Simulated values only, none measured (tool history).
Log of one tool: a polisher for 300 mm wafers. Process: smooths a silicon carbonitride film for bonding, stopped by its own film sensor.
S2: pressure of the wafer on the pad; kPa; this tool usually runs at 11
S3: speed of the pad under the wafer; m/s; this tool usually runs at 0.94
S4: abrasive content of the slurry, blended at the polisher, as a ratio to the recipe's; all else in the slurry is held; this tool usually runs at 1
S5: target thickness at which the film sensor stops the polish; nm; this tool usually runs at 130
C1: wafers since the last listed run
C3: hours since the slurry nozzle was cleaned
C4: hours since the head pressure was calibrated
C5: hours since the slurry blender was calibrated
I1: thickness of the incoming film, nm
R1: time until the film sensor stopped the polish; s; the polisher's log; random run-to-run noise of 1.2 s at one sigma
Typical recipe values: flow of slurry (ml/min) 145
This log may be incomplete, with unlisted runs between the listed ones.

Run 1, hour 0: usual settings; C1 0; wafers polished on this pad 1672; C3 86.8; C4 626.6; C5 131.6; I1 150.5. Result: R1 118.9 s.
Run 2, hour 68.6: usual settings; C1 778; wafers polished on this pad 2450; C3 155.4; C4 695.2; C5 200.2; I1 147.3. Result: R1 101.9 s.
At hour 78.4: head pressure recalibrated.
Run 3, hour 118.1: usual settings; C1 539; wafers polished on this pad 2990; C3 204.9; C4 39.7; C5 249.7; I1 148.1. Result: R1 100.4 s.
At hour 139.8: worn pad replaced by a new one.
At hour 156.4: slurry blender recalibrated.
Run 4, hour 219.3: usual settings; C1 1080; wafers polished on this pad 880; C3 306.1; C4 140.9; C5 62.9; I1 150.3. Result: R1 116.2 s.
Run 5, hour 271.2: usual settings; C1 589; wafers polished on this pad 1469; C3 358; C4 192.8; C5 114.8; I1 151.2. Result: R1 119.9 s.
Run 6, hour 358.6: usual settings; C1 991; wafers polished on this pad 2461; C3 445.4; C4 280.2; C5 202.2; I1 152.9. Result: R1 132.6 s.
Run 7, hour 406.3: usual settings; C1 541; wafers polished on this pad 3002; C3 493.1; C4 327.9; C5 249.9; I1 151.7. Result: R1 126.8 s.
At hour 422.3: worn pad replaced by a new one.
Run 8, hour 443.9: usual settings; C1 381; wafers polished on this pad 245; C3 530.7; C4 365.5; C5 287.5; I1 150.1. Result: R1 117 s.
At hour 496.3: slurry blender recalibrated.
Run 9, hour 525.9: usual settings but S3 0.72 m/s; C1 908; wafers polished on this pad 1153; C3 612.7; C4 447.5; C5 29.6; I1 149.2. Result: R1 138.8 s.
At hour 544.5: slurry nozzle cleaned.
Run 10, hour 632.2: usual settings but S3 0.72 m/s; C1 1195; wafers polished on this pad 2348; C3 87.7; C4 553.8; C5 135.9; I1 148.4. Result: R1 133.7 s.
Run 11, hour 677.4: usual settings but S3 0.82 m/s, S4 0.75, S5 124 nm; C1 513; wafers polished on this pad 2861; C3 132.9; C4 599; C5 181.1; I1 148.6. Result: R1 187.2 s.
At hour 691.1: worn pad replaced by a new one.
Run 12, hour 717.9: usual settings but S2 8.3 kPa, S5 135 nm; C1 414; wafers polished on this pad 304; C3 173.4; C4 639.5; C5 221.6; I1 148.7. Result: R1 103.7 s.
At hour 778.7: head pressure recalibrated.
At hour 798.6: slurry blender recalibrated.
Run 13, hour 799.3: usual settings but S3 0.72 m/s; C1 878; wafers polished on this pad 1182; C3 254.8; C4 20.6; C5 0.7; I1 148.8. Result: R1 124.3 s.
At hour 997: worn pad replaced by a new one.
Run 14, hour 1080.6: usual settings; C1 3147; wafers polished on this pad 949; C3 536.1; C4 301.9; C5 282; I1 148.9. Result: R1 110 s.
At hour 1112.8: slurry blender recalibrated.
At hour 1131.8: slurry nozzle cleaned.
Run 15, hour 1139: usual settings but S4 0.85, S5 134 nm; C1 628; wafers polished on this pad 1577; C3 7.2; C4 360.3; C5 26.2; I1 152.2. Result: R1 114 s.
Run 16, hour 1206.2: usual settings but S2 14.5 kPa, S3 0.84 m/s, S4 1.1, S5 134 nm; C1 762; wafers polished on this pad 2340; C3 74.4; C4 427.5; C5 93.4; I1 149.9. Result: R1 75.6 s.
Run 17, hour 1308.5: usual settings but S2 8.3 kPa, S3 1.14 m/s, S4 0.9, S5 125 nm; C1 1161; wafers polished on this pad 3501; C3 176.7; C4 529.8; C5 195.7; I1 150.6. Result: R1 173.9 s.
At hour 1352.4: worn pad replaced by a new one.
Run 18, hour 1413.3: usual settings; C1 1144; wafers polished on this pad 691; C3 281.5; C4 634.6; C5 300.5; I1 149.5. Result: R1 113.7 s.
At hour 1435: slurry blender recalibrated.
Run 19, hour 1512.2: usual settings but S3 1.22 m/s, S5 125 nm; C1 1099; wafers polished on this pad 1791; C3 380.4; C4 733.5; C5 77.2; I1 151.8. Result: R1 129.8 s.
At hour 1554.5: head pressure recalibrated.
Run 20, hour 1555: usual settings but S4 0.75; C1 463; wafers polished on this pad 2254; C3 423.2; C4 0.5; C5 120; I1 151.5. Result: R1 129.7 s.

Predict each of these 3 candidate next runs independently; none follows another, all start after run 20:
Run A, hour 1555.4: usual settings but S2 7.6 kPa; C1 4; wafers polished on this pad 2258; C3 423.6; C4 0.9; C5 120.4; I1 149.9. Result: R1 ?.
Run B, hour 1555.4: usual settings but S3 1.26 m/s, S4 0.8; C1 4; wafers polished on this pad 2258; C3 423.6; C4 0.9; C5 120.4; I1 149.9. Result: R1 ?.
Run C, hour 1555.4: usual settings but S2 7.6 kPa, S3 1.14 m/s, S4 0.9, S5 137 nm; C1 4; wafers polished on this pad 2258; C3 423.6; C4 0.9; C5 120.4; I1 149.9. Result: R1 ?.

run     R1
  A  147.1
  B   92.6
  C   85.6
Had the tool no hidden state, the same runs would have come out as:
run     R1
  A  147.1
  B   92.6
  C   85.5
